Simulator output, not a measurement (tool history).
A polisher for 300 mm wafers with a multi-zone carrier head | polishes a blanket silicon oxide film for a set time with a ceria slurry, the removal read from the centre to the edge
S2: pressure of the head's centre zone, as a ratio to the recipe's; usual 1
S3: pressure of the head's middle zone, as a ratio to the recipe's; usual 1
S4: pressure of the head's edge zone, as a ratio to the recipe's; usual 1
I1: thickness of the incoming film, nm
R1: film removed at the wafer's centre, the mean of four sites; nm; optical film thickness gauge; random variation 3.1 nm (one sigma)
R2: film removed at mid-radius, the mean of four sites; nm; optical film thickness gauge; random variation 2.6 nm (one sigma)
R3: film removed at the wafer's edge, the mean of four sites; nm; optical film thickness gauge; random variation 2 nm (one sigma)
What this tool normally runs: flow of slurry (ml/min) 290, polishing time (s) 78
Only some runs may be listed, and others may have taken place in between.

run 1 hour=0 | flow_of_slurry_(ml/min)=290 S2=1 S3=1 S4=1 polishing_time_(s)=78 | I1=1631.7 | R1=230 R2=226.5 R3=225.8
run 2 hour=14.2 | flow_of_slurry_(ml/min)=290 S2=1 S3=1 S4=1 polishing_time_(s)=78 | I1=1632.5 | R1=221.8 R2=234.1 R3=223.7
run 3 hour=30.9 | flow_of_slurry_(ml/min)=290 S2=1 S3=1 S4=1 polishing_time_(s)=78 | I1=1648 | R1=223.4 R2=228.1 R3=223.8
run 4 hour=38.9 | flow_of_slurry_(ml/min)=290 S2=1 S3=1 S4=1 polishing_time_(s)=78 | I1=1655.6 | R1=219.9 R2=232.8 R3=224
run 5 hour=46.3 | flow_of_slurry_(ml/min)=290 S2=1 S3=1 S4=1 polishing_time_(s)=93 | I1=1636.8 | R1=268.6 R2=272.1 R3=263.8
run 6 hour=64.1 | flow_of_slurry_(ml/min)=290 S2=1 S3=1 S4=1 polishing_time_(s)=93 | I1=1642.7 | R1=260.1 R2=280.1 R3=268.7
run 7 hour=73 | flow_of_slurry_(ml/min)=290 S2=1 S3=1 S4=1 polishing_time_(s)=93 | I1=1647.7 | R1=255.5 R2=280.2 R3=264.8
run 8 hour=89.8 | flow_of_slurry_(ml/min)=290 S2=0.96 S3=1 S4=1 polishing_time_(s)=78 | I1=1647.8 | R1=209.1 R2=234.9 R3=221.4
-- hour=99.1 carrier head's membrane replaced by a new one
run 9 hour=99.6 | flow_of_slurry_(ml/min)=290 S2=1 S3=1 S4=1 polishing_time_(s)=78 | I1=1621.1 | R1=226.8 R2=230.9 R3=222.2
run 10 hour=114.8 | flow_of_slurry_(ml/min)=290 S2=1 S3=1 S4=1 polishing_time_(s)=78 | I1=1656.5 | R1=219.8 R2=229.4 R3=223.9
run 11 hour=121.8 | flow_of_slurry_(ml/min)=225 S2=1 S3=0.97 S4=0.95 polishing_time_(s)=78 | I1=1647.9 | R1=213.8 R2=215 R3=212.9
run 12 hour=136 | flow_of_slurry_(ml/min)=290 S2=1.07 S3=1 S4=1 polishing_time_(s)=78 | I1=1628.7 | R1=237.9 R2=232.3 R3=224.4
-- hour=143.5 centre zone pressure recalibrated
run 13 hour=153.6 | flow_of_slurry_(ml/min)=290 S2=1 S3=1.11 S4=0.96 polishing_time_(s)=61 | I1=1649.7 | R1=171.6 R2=194.5 R3=172.3
run 14 hour=169.8 | flow_of_slurry_(ml/min)=290 S2=1 S3=1 S4=1 polishing_time_(s)=78 | I1=1608.1 | R1=226.1 R2=228.8 R3=225.3
-- hour=176 slurry nozzle cleaned
-- hour=181 edge zone pressure recalibrated
-- hour=183.1 worn pad replaced by a new one
run 15 hour=186.6 | flow_of_slurry_(ml/min)=290 S2=1 S3=1 S4=0.89 polishing_time_(s)=78 | I1=1633.1 | R1=224.7 R2=232.7 R3=209.2
run 16 hour=199.7 | flow_of_slurry_(ml/min)=290 S2=1 S3=1 S4=1 polishing_time_(s)=78 | I1=1651.1 | R1=221.3 R2=225.8 R3=223.7
run 17 hour=207.1 | flow_of_slurry_(ml/min)=290 S2=0.91 S3=1.05 S4=0.96 polishing_time_(s)=63 | I1=1633.9 | R1=165.1 R2=192.4 R3=178.2
run 18 hour=218.4 | flow_of_slurry_(ml/min)=290 S2=1 S3=1 S4=1 polishing_time_(s)=78 | I1=1627.7 | R1=224.9 R2=228.2 R3=222.8

Run 19, settings as shown, results not yet in. Your forecast:
run 19 hour=232.4 | flow_of_slurry_(ml/min)=225 S2=1.1 S3=1.06 S4=1 polishing_time_(s)=55 | I1=1620.7 | R1=? R2=? R3=?

R1: 166.6 nm
R2: 164.4 nm
R3: 155.5 nm
The same run, on a tool lacking any hidden state, would have yielded R1 166.6 nm, R2 164.4 nm, R3 155.5 nm.
